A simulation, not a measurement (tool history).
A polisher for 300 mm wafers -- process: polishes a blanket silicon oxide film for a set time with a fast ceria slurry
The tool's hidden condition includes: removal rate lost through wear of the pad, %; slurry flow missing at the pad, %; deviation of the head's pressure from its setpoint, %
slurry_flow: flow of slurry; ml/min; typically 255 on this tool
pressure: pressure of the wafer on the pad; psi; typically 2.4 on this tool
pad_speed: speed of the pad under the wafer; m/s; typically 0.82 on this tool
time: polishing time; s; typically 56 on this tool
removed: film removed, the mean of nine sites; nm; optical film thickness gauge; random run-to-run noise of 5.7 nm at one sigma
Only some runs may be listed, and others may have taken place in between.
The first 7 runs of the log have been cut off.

run   hour  slurry_flow  pressure  pad_speed  time  wafers since the last listed run  wafers polished on this pad  hours since the slurry nozzle was cleaned  hours since the head pressure was calibrated  incoming thickness of the incoming film, nm  removed
  8   95.7          255       2.4       0.82    56                               235                          545                                       49.6                                         539.1                                       3108.4    671.3
  9  108.4          220       2.4       0.82    56                               174                          720                                       62.3                                         551.8                                       3125.9    652.5
 10    117          220       2.4       0.82    56                               118                          838                                       70.9                                         560.4                                       3142.5    661.9
 11  130.5          255       2.4       0.82    56                               185                         1024                                       84.4                                         573.9                                       3126.2    664.7
 12    145          180       2.7       0.82    56                               199                         1223                                       98.9                                         588.4                                       3069.9    700.7
 13  154.1          195       3.1       1.04    63                               125                         1348                                        108                                         597.5                                       3110.1   1093.7
     162.7  -- worn pad replaced by a new one
 14  163.9          220       2.4       0.82    56                                79                           16                                      117.8                                         607.3                                       3145.2    654.9
 15  179.3          305       2.4       0.54    73                               211                          228                                      133.2                                         622.7                                       3081.7    658.1
 16    187          255       2.4       0.82    44                               105                          334                                      140.9                                         630.4                                       3182.9    523.5
 17  201.7          200       2.4       0.62    56                               202                          536                                      155.6                                         645.1                                         3178    522.2
 18    219          255       2.4       0.82    56                               237                          774                                      172.9                                         662.4                                       3077.8    666.4
 19  247.6          255       3.2       0.82    56                               393                         1167                                      201.5                                           691                                       3117.8    829.2

Estimate the outcome of run 20 from the log above:
 20  255.5          255         2       0.82    56                               108                         1276                                      209.4                                         698.9                                       3133.3        ?

removed: 569 nm
Had the tool carried no hidden state, the very same run would have given removed 577.5 nm.
